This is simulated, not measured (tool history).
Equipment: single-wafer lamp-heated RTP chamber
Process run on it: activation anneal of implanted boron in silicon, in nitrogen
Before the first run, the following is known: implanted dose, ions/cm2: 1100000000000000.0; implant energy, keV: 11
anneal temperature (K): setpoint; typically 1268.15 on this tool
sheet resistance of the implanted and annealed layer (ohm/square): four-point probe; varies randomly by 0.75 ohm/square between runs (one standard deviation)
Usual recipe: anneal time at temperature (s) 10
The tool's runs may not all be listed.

run,hour,anneal temperature (K),anneal time at temperature (s),wafers since the last listed run,wafers since the last pyrometer calibration,wafers since the reflector plate was cleaned,hours since the gauge calibration,"read-back reference wafer on the same gauge, sheet resistance",sheet resistance of the implanted and annealed layer (ohm/square)
1,0,1285.15,10,0,585,143,1830,143.12,125.49
2,47.8,1285.15,10,823,1409,967,1877.8,143.01,124.53
3,113.4,1251.15,10,1130,2539,2098,1943.4,143.06,145.27
4,168.2,1251.15,10,944,3484,3042,1998.2,142.88,146.3
5,256,1268.15,10,1513,4997,4555,2086,142.38,131.98
6,298.7,1268.15,10,736,5733,5291,2128.7,142.23,132.36
7,335.6,1250.15,12,636,6369,5927,2165.6,142.32,144.42
# hour 379.5: pyrometer window cleaned and pyrometer calibrated
8,436.1,1268.15,6,1594,976,7522,2266.1,141.66,135.25
9,488.8,1268.15,6,908,1884,8430,2318.8,141.66,135.83
10,533.2,1268.15,6,765,2649,9196,2363.2,141.47,136.09
11,588.7,1284.15,8,956,3606,10152,2418.7,141.25,125.95
12,635.3,1268.15,10,803,4409,10955,2465.3,140.98,131.24
# hour 705.5: gauge calibrated
13,715.1,1268.15,10,1375,5785,12331,9.6,149.2,136.81
# hour 729.3: reflector plate cleaned
14,753.4,1268.15,10,522,6307,415,47.9,149.23,137.89
# hour 786.3: pyrometer window cleaned and pyrometer calibrated
15,894.4,1268.15,14,2292,1863,2707,188.9,148.96,136.46
16,960.9,1251.15,12,1146,3009,3853,255.4,148.61,150.37
17,1013.8,1240.15,12,911,3921,4765,308.3,148.55,161.83
18,1078.7,1268.15,13,1118,5039,5884,373.2,148.17,136.11
19,1240.5,1268.15,8,2788,7828,8673,535,147.87,138.39
# hour 1288.2: pyrometer window cleaned and pyrometer calibrated
20,1288.7,1268.15,10,692,8,9366,583.2,147.65,137.17
21,1381.1,1257.15,7,1592,1601,10958,675.6,147.31,149.11
22,1437.5,1268.15,10,972,2573,11931,732,147.32,135.9
# hour 1561.8: reflector plate cleaned
23,1676.1,1268.15,10,3974,6548,1970,970.6,146.48,135.8
24,1719.1,1268.15,10,741,7289,2711,1013.6,146.21,135.87
25,1781.2,1268.15,10,1070,8359,3782,1075.7,146.34,136.83
# hour 1801.1: pyrometer window cleaned and pyrometer calibrated
26,1873,1290.15,10,1444,1238,5226,1167.5,145.89,126.33
27,1971.9,1250.15,12,1704,2943,6931,1266.4,145.56,147.37
28,2063.6,1268.15,16,1580,4523,8511,1358.1,145.58,133.24
29,2156,1286.15,10,1592,6116,10104,1450.5,145.31,126.63
# hour 2232.5: pyrometer window cleaned and pyrometer calibrated
30,2259.2,1268.15,10,1640,460,11745,1553.7,144.76,132.51
31,2306.6,1276.15,10,817,1277,12562,1601.1,144.58,130.2

Each row is a separate what-if for the run after 31, all from the same tool condition, not one after another. Results?
A,2307,1268.15,10,6,1284,12569,1601.5,?,?
B,2307,1296.15,15,6,1284,12569,1601.5,?,?
C,2307,1292.15,10,6,1284,12569,1601.5,?,?

run,"read-back reference wafer on the same gauge, sheet resistance",sheet resistance of the implanted and annealed layer (ohm/square)
A,144.78,134.68
B,144.78,122.48
C,144.78,125.09
Had the tool no hidden state, the same runs would have come out as:
run,sheet resistance of the implanted and annealed layer (ohm/square)
A,138.75
B,126.18
C,128.86
